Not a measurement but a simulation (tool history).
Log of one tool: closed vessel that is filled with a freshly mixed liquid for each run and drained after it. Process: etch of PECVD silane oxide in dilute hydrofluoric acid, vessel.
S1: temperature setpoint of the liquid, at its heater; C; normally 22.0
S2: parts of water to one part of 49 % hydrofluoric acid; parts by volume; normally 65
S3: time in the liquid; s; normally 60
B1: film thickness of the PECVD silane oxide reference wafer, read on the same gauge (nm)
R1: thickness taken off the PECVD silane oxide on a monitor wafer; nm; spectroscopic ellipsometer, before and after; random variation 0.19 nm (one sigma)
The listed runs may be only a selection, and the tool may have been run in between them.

{"run": 1, "hour": 0.0, "S1": 19.0, "S2": 65, "S3": 85, "B1": 80.04, "R1": 33.7}
{"run": 2, "hour": 26.5, "S1": 22.0, "S2": 65, "S3": 60, "B1": 80.02, "R1": 27.13}
{"run": 3, "hour": 52.3, "S1": 22.0, "S2": 65, "S3": 60, "B1": 79.98, "R1": 26.84}
{"run": 4, "hour": 83.0, "S1": 22.0, "S2": 65, "S3": 60, "B1": 79.98, "R1": 26.67}
{"run": 5, "hour": 103.0, "S1": 22.0, "S2": 65, "S3": 60, "B1": 80.07, "R1": 26.94}
{"run": 6, "hour": 127.7, "S1": 22.0, "S2": 65, "S3": 60, "B1": 79.97, "R1": 26.72}
{"run": 7, "hour": 156.5, "S1": 22.0, "S2": 65, "S3": 60, "B1": 80.0, "R1": 26.89}
{"run": 8, "hour": 191.5, "S1": 22.0, "S2": 65, "S3": 60, "B1": 79.98, "R1": 26.54}
{"run": 9, "hour": 215.5, "S1": 22.0, "S2": 65, "S3": 60, "B1": 80.01, "R1": 27.24}
{"run": 10, "hour": 242.0, "S1": 22.0, "S2": 65, "S3": 60, "B1": 79.99, "R1": 26.52}
{"run": 11, "hour": 273.3, "S1": 22.0, "S2": 65, "S3": 60, "B1": 80.01, "R1": 26.81}
{"run": 12, "hour": 308.7, "S1": 22.0, "S2": 65, "S3": 60, "B1": 79.99, "R1": 27.13}
{"run": 13, "hour": 321.8, "S1": 22.0, "S2": 65, "S3": 60, "B1": 80.06, "R1": 26.51}
{"run": 14, "hour": 353.0, "S1": 22.0, "S2": 65, "S3": 60, "B1": 80.04, "R1": 26.97}
{"hour": 363.3, "done": "hydrofluoric acid flow meter replaced"}
{"run": 15, "hour": 382.5, "S1": 22.0, "S2": 65, "S3": 60, "B1": 80.02, "R1": 26.99}
{"run": 16, "hour": 397.7, "S1": 22.0, "S2": 65, "S3": 45, "B1": 79.98, "R1": 20.11}
{"run": 17, "hour": 416.3, "S1": 24.5, "S2": 85, "S3": 75, "B1": 79.97, "R1": 27.25}
{"run": 18, "hour": 449.9, "S1": 22.0, "S2": 65, "S3": 60, "B1": 79.99, "R1": 26.89}
{"hour": 475.5, "done": "thermometer replaced"}
{"run": 19, "hour": 483.0, "S1": 22.0, "S2": 65, "S3": 60, "B1": 79.99, "R1": 26.88}
{"run": 20, "hour": 509.9, "S1": 22.0, "S2": 35, "S3": 90, "B1": 79.97, "R1": 78.48}
{"run": 21, "hour": 526.2, "S1": 20.0, "S2": 45, "S3": 80, "B1": 79.98, "R1": 48.67}
{"run": 22, "hour": 554.6, "S1": 24.0, "S2": 65, "S3": 85, "B1": 80.05, "R1": 41.22}
{"run": 23, "hour": 576.7, "S1": 22.0, "S2": 65, "S3": 80, "B1": 79.96, "R1": 35.68}
{"run": 24, "hour": 609.0, "S1": 22.0, "S2": 80, "S3": 60, "B1": 80.01, "R1": 21.57}
{"hour": 615.6, "done": "gauge calibrated"}
{"run": 25, "hour": 626.2, "S1": 22.0, "S2": 65, "S3": 60, "B1": 79.98, "R1": 26.91}
{"run": 26, "hour": 642.8, "S1": 26.5, "S2": 40, "S3": 80, "B1": 79.99, "R1": 72.44}
{"run": 27, "hour": 677.4, "S1": 22.0, "S2": 75, "S3": 60, "B1": 79.98, "R1": 23.16}
{"run": 28, "hour": 708.8, "S1": 18.5, "S2": 95, "S3": 90, "B1": 80.04, "R1": 22.96}
{"run": 29, "hour": 731.0, "S1": 22.0, "S2": 65, "S3": 60, "B1": 80.0, "R1": 26.74}
{"run": 30, "hour": 759.5, "S1": 25.5, "S2": 65, "S3": 75, "B1": 80.03, "R1": 38.59}
{"run": 31, "hour": 783.1, "S1": 22.0, "S2": 65, "S3": 60, "B1": 80.01, "R1": 26.94}
{"run": 32, "hour": 818.7, "S1": 25.0, "S2": 55, "S3": 95, "B1": 79.98, "R1": 56.45}

The tool's hidden state at each run:
liquid colder than its thermometer reads (K): 0 in every run
hydrofluoric acid flow above the setpoint (%): 0 in every run
gauge reads high (%): 0 in every run
